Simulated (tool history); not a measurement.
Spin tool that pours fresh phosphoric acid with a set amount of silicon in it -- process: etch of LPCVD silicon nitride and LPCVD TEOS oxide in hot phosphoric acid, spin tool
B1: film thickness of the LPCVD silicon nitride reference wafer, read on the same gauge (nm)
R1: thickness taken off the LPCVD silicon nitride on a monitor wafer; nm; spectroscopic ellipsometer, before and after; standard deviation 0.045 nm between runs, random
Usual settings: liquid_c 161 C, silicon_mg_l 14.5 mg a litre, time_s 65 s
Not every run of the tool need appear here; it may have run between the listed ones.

Run 1, hour 0: usual settings but liquid_c 163 C; B1 59.99. Result: R1 6.73 nm.
Run 2, hour 26.4: usual settings but liquid_c 163 C; B1 59.99. Result: R1 6.86 nm.
Run 3, hour 58.1: usual settings but liquid_c 163 C; B1 59.98. Result: R1 6.72 nm.
Run 4, hour 91.7: usual settings but liquid_c 162 C; B1 59.97. Result: R1 6.64 nm.
Run 5, hour 116: usual settings but liquid_c 162 C; B1 60. Result: R1 6.57 nm.
At hour 130.4: thermometer replaced.
Run 6, hour 135.3: usual settings but time_s 80 s; B1 59.98. Result: R1 7.24 nm.
Run 7, hour 158.2: usual settings but time_s 80 s; B1 60. Result: R1 7.31 nm.
Run 8, hour 176.6: usual settings; B1 60.01. Result: R1 5.95 nm.
At hour 183.1: dissolved silicon flow meter replaced.
Run 9, hour 206.6: usual settings; B1 60.03. Result: R1 5.92 nm.
Run 10, hour 220.8: usual settings but liquid_c 159.5 C, silicon_mg_l 19.5 mg a litre; B1 60.03. Result: R1 5.63 nm.
At hour 266.4: heated supply line repaired.
Run 11, hour 301.8: usual settings but liquid_c 162.5 C; B1 60. Result: R1 6.37 nm.
At hour 308.7: gauge calibrated.
Run 12, hour 326.6: usual settings but time_s 25 s; B1 60. Result: R1 2.32 nm.
Run 13, hour 350.8: usual settings but time_s 95 s; B1 60.03. Result: R1 8.82 nm.
Run 14, hour 384.9: usual settings but silicon_mg_l 3 mg a litre; B1 60.01. Result: R1 6.08 nm.

Run 15 has not been measured yet. What should we expect?
Run 15, hour 406.6: usual settings but silicon_mg_l 25 mg a litre, time_s 45 s; B1 ?. Result: R1 ?.

{"run 15": {"B1": 60.02, "R1": 4.2}}
With the hidden condition absent and the run-to-run variation left alone, this run would have shown R1 4.1 nm.
